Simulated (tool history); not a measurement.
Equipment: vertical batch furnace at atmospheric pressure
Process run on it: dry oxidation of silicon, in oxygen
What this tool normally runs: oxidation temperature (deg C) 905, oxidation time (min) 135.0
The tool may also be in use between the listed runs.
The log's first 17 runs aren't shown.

| run | day | oxidation temperature (deg C) | oxidation time (min) | read-back reference wafer on the same gauge, thickness | oxide thickness on the monitor wafer (angstrom) |
|---|---|---|---|---|---|
| 18 | 11.067 | 915 | 177.5 | 70.50 | 725.1 |
| 19 | 11.571 | 912 | 135.0 | 70.48 | 641.3 |
| 20 | 12.029 | 905 | 92.5 | 70.50 | 555.0 |
| 21 | 12.467 | 913 | 199.0 | 70.51 | 749.6 |
| 22 | 12.971 | 918 | 168.5 | 70.50 | 720.3 |
| 23 | 13.317 | 905 | 135.0 | 70.53 | 621.3 |
| 24 | 14.004 | 905 | 161.5 | 70.48 | 658.6 |
| 25 | 14.554 | 905 | 155.0 | 70.51 | 649.0 |
| 26 | 15.192 | 915 | 91.0 | 70.53 | 574.4 |
| 27 | 15.633 | 905 | 135.0 | 70.51 | 619.3 |
| 28 | 16.171 | 905 | 135.0 | 70.49 | 620.3 |
| 29 | 16.704 | 896 | 169.5 | 70.49 | 634.8 |
| 30 | 17.042 | 892 | 195.5 | 70.48 | 654.5 |
| 31 | 17.529 | 888 | 196.5 | 70.48 | 642.8 |
| 32 | 17.988 | 883 | 135.0 | 70.50 | 557.2 |
| 33 | 18.808 | 883 | 105.0 | 70.49 | 524.6 |
| 34 | 19.233 | 917 | 135.0 | 70.47 | 659.5 |
| 35 | 20.225 | 905 | 135.0 | 70.46 | 618.0 |
| 36 | 20.617 | 905 | 135.0 | 70.51 | 618.4 |
| 37 | 21.075 | 880 | 179.0 | 70.51 | 597.4 |
| 38 | 21.675 | 912 | 105.0 | 70.49 | 593.9 |

Consider 5 possible next runs. They are alternatives, not a sequence: every one starts from the tool as it was left by run 38. What does each give?
| A | 21.917 | 905 | 135.0 | ? | ? |
| B | 21.917 | 926 | 158.5 | ? | ? |
| C | 21.917 | 881 | 75.0 | ? | ? |
| D | 21.917 | 917 | 160.0 | ? | ? |
| E | 21.917 | 924 | 175.0 | ? | ? |

| run | read-back reference wafer on the same gauge, thickness | oxide thickness on the monitor wafer (angstrom) |
|---|---|---|
| A | 70.51 | 620.1 |
| B | 70.51 | 742.7 |
| C | 70.51 | 491.6 |
| D | 70.51 | 704.2 |
| E | 70.51 | 764.0 |
Take away the tool's hidden state, keep each run's random variation, and the runs would have read:
| run | oxide thickness on the monitor wafer (angstrom) |
|---|---|
| A | 622.5 |
| B | 746.4 |
| C | 492.6 |
| D | 707.6 |
| E | 768.0 |
